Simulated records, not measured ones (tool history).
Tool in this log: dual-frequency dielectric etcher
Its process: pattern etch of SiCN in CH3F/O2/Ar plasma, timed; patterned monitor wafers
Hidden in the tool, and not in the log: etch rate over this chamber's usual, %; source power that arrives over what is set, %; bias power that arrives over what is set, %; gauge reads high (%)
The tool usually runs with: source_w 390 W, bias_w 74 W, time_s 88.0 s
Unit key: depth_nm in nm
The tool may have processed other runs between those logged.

run	hour	source_w	bias_w	time_s	wafers since the last listed run	hours since the last wet clean	hours since the last source power generator calibration	hours since the last bias power generator calibration	hours since the last upper electrode change	hours since the gauge calibration	read-back reference wafer on the same gauge, depth_nm	depth_nm
1	0.0	390	74	98.0	0	205.7	2259.6	3816.1	4111.7	15.9	32.70	37.18
2	18.0	390	74	98.0	265	223.7	2277.6	3834.1	4129.7	33.9	32.69	37.03
3	34.2	390	74	98.0	239	239.9	2293.8	3850.3	4145.9	50.1	32.71	37.13
4	40.9	390	74	88.0	98	246.6	2300.5	3857.0	4152.6	56.8	32.72	33.40
5	49.2	390	74	88.0	122	254.9	2308.8	3865.3	4160.9	65.1	32.66	33.38
6	57.3	460	79	88.0	119	263.0	2316.9	3873.4	4169.0	73.2	32.68	36.29
7	74.9	460	79	88.0	259	280.6	2334.5	3891.0	4186.6	90.8	32.71	36.06
8	87.0	390	86	88.0	178	292.7	2346.6	3903.1	4198.7	102.9	32.70	34.46
9	102.9	370	74	88.0	234	308.6	2362.5	3919.0	4214.6	118.8	32.73	32.52
# hour 136.7: bias power generator calibrated
10	145.4	370	74	88.0	568	351.1	2405.0	8.7	4257.1	161.3	32.74	32.42
11	151.9	370	74	88.0	95	357.6	2411.5	15.2	4263.6	167.8	32.72	32.40
12	162.5	390	74	88.0	156	368.2	2422.1	25.8	4274.2	178.4	32.66	33.03
# hour 178.1: gauge calibrated
# hour 201.0: wet clean of the chamber
13	201.5	340	87	68.5	221	0.5	2461.1	64.8	4313.2	23.4	32.66	26.37
14	201.8	390	74	88.0	4	0.8	2461.4	65.1	4313.5	23.7	32.66	34.49
15	202.2	390	65	111.0	5	1.2	2461.8	65.5	4313.9	24.1	32.67	42.14

For run 16, what comes out?
16	214.5	460	67	69.0	181	13.5	2474.1	77.8	4326.2	36.4	?	?

{"run 16": {"read-back reference wafer on the same gauge, depth_nm": 32.68, "depth_nm": 28.17}}
If the tool had no hidden condition, the same run with the same run-to-run variation would have returned depth_nm 27.52 nm.
